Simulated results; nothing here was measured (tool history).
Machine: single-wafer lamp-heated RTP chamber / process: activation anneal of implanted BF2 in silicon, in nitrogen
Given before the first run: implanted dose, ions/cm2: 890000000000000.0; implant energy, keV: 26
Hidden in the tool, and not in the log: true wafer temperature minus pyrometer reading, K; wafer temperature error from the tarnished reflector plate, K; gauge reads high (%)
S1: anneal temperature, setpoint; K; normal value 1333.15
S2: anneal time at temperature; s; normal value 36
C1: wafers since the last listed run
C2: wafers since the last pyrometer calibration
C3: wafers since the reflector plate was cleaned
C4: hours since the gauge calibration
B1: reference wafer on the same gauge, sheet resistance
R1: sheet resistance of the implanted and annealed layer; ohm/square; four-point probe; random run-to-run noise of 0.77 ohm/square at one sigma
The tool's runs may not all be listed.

Run 1, hour 0: usual settings but S1 1349.15 K; C1 0; C2 367; C3 2069; C4 72.5; B1 116.19. Result: R1 126.2 ohm/square.
Run 2, hour 40.7: usual settings; C1 498; C2 866; C3 2568; C4 113.2; B1 116.34. Result: R1 130.44 ohm/square.
Run 3, hour 84: usual settings but S1 1349.15 K, S2 48 s; C1 530; C2 1396; C3 3099; C4 156.5; B1 116.13. Result: R1 124.92 ohm/square.
At hour 102.5: pyrometer window cleaned and pyrometer calibrated.
Run 4, hour 144.2: usual settings but S1 1349.15 K, S2 48 s; C1 639; C2 511; C3 3739; C4 216.7; B1 115.93. Result: R1 124.11 ohm/square.
Run 5, hour 191.4: usual settings but S1 1349.15 K, S2 48 s; C1 578; C2 1089; C3 4317; C4 263.9; B1 116.44. Result: R1 124.93 ohm/square.
Run 6, hour 218.8: usual settings but S1 1319.15 K; C1 335; C2 1425; C3 4653; C4 291.3; B1 116.12. Result: R1 134.76 ohm/square.
At hour 235.2: pyrometer window cleaned and pyrometer calibrated.
Run 7, hour 283.5: usual settings but S1 1319.15 K; C1 694; C2 592; C3 5348; C4 356; B1 115.99. Result: R1 133.73 ohm/square.
Run 8, hour 316.2: usual settings; C1 400; C2 993; C3 5749; C4 388.7; B1 116.01. Result: R1 129.1 ohm/square.
At hour 380: pyrometer window cleaned and pyrometer calibrated.
At hour 382.4: reflector plate cleaned.
Run 9, hour 382.9: usual settings; C1 690; C2 6; C3 6; C4 455.4; B1 116.05. Result: R1 130.01 ohm/square.
Run 10, hour 410.2: usual settings but S2 47 s; C1 334; C2 341; C3 341; C4 482.7; B1 115.62. Result: R1 127.28 ohm/square.
Run 11, hour 438.9: usual settings but S1 1316.15 K, S2 47 s; C1 351; C2 692; C3 692; C4 511.4; B1 115.88. Result: R1 132.56 ohm/square.
Run 12, hour 465.7: usual settings but S1 1306.15 K, S2 56 s; C1 328; C2 1021; C3 1021; C4 538.2; B1 115.89. Result: R1 132.55 ohm/square.
At hour 518.3: gauge calibrated.
At hour 524.3: pyrometer window cleaned and pyrometer calibrated.
Run 13, hour 524.8: usual settings but S1 1319.15 K; C1 626; C2 5; C3 1647; C4 6.5; B1 115.93. Result: R1 132.16 ohm/square.
Run 14, hour 572.7: usual settings but S1 1317.15 K, S2 49 s; C1 587; C2 592; C3 2234; C4 54.4; B1 116.14. Result: R1 131.32 ohm/square.
Run 15, hour 613.3: usual settings but S1 1313.15 K, S2 22 s; C1 497; C2 1090; C3 2732; C4 95; B1 115.77. Result: R1 140.56 ohm/square.
Run 16, hour 653.1: usual settings but S1 1355.15 K, S2 22 s; C1 487; C2 1578; C3 3220; C4 134.8; B1 116.19. Result: R1 128.56 ohm/square.
At hour 684.6: pyrometer window cleaned and pyrometer calibrated.
Run 17, hour 685.1: usual settings but S1 1324.15 K, S2 43 s; C1 294; C2 5; C3 3514; C4 166.8; B1 116.02. Result: R1 130.08 ohm/square.
Run 18, hour 714.1: usual settings; C1 355; C2 361; C3 3869; C4 195.8; B1 115.65. Result: R1 130 ohm/square.

Each row is a separate what-if for the run after 18, all from the same tool condition, not one after another. Results?
Run A, hour 714.5: usual settings but S1 1307.15 K; C1 4; C2 365; C3 3874; C4 196.2; B1 ?. Result: R1 ?.
Run B, hour 714.5: usual settings but S1 1306.15 K, S2 55 s; C1 4; C2 365; C3 3874; C4 196.2; B1 ?. Result: R1 ?.
Run C, hour 714.5: usual settings but S1 1363.15 K, S2 43 s; C1 4; C2 365; C3 3874; C4 196.2; B1 ?. Result: R1 ?.

run      B1      R1
  A  115.77  138.35
  B  115.77  134.11
  C  115.77  124.31
Stripped of hidden state, with their random variation kept, the same runs would have yielded:
run      R1
  A  138.35
  B  134.11
  C  124.31
